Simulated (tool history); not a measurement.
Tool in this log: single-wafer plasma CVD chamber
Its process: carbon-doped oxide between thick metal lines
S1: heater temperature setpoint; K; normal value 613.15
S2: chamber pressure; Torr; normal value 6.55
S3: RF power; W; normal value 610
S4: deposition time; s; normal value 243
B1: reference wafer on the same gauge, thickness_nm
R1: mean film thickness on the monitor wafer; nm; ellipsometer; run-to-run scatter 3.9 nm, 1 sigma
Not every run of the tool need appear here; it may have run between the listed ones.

run,day,S1,S2,S3,S4,B1,R1
1,0,613.15,6.55,610,243,1099.942,1369.966
2,4.254,613.15,6.55,610,243,1100.554,1376.369
# day 5.983: gauge calibrated
3,8.6,613.15,6.55,610,243,1080.598,1345.451
4,18.746,606.15,6.55,610,243,1084.833,1374.502
5,22.388,613.15,6.55,610,243,1085.441,1355.222
6,24.35,613.15,6.55,610,243,1087.397,1356.046
# day 26.804: showerhead replaced
7,26.825,613.15,7.56,610,283,1086.872,1604.854
8,29.004,613.15,6.55,540,243,1087.497,1250.652
9,32.008,613.15,5.78,610,230,1089.071,1263.598
10,33.517,613.15,6.55,610,243,1089.621,1353.199
11,35.392,613.15,6.55,610,243,1090.546,1360.439
12,39.496,613.15,6.55,610,243,1091.528,1352.945
# day 39.954: capacitance manometer re-zeroed and calibrated
13,43.829,613.15,6.55,575,283,1091.286,1522.597
14,45.525,613.15,7.99,725,243,1092.706,1561.41
15,48.158,627.15,5.18,530,205,1092.57,967.073
16,51.458,608.15,6.55,505,243,1092.791,1216.26
17,59.554,613.15,6.55,610,243,1094.752,1361.377
18,63.871,609.15,5.85,705,267,1095.649,1639.428
19,65.521,613.15,6.55,610,243,1095.827,1370.641
20,69.338,602.15,6.55,700,243,1095.705,1535.025
21,72.979,613.15,6.55,730,204,1095.917,1289.661
22,74.821,613.15,5.15,610,243,1096.376,1305.526
# day 75.642: thermocouple changed; heater temperature recalibrated
23,78.604,607.15,6.55,610,243,1096.736,1380.669
24,81.7,627.15,5.96,545,262,1097.726,1302.252
25,84.217,622.15,6.55,610,210,1096.866,1152.493
26,88.121,613.15,6.55,610,243,1098.274,1370.198
# day 92.279: RF generator calibrated
27,92.296,613.15,6.55,610,243,1097.494,1368.394
28,94.883,613.15,6.55,610,229,1097.458,1296.206

Here are 4 independent what-if runs from the current tool condition. What would each one return?
A,94.904,613.15,6.55,690,243,?,?
B,94.904,608.15,6.55,510,243,?,?
C,94.904,613.15,6.55,645,243,?,?
D,94.904,607.15,5.04,695,276,?,?

run,B1,R1
A,1097.488,1475.983
B,1097.488,1222.27
C,1097.488,1413.803
D,1097.488,1625.862
Without the tool's hidden state the same runs would have given:
run,R1
A,1451.606
B,1202.083
C,1390.453
D,1599.01
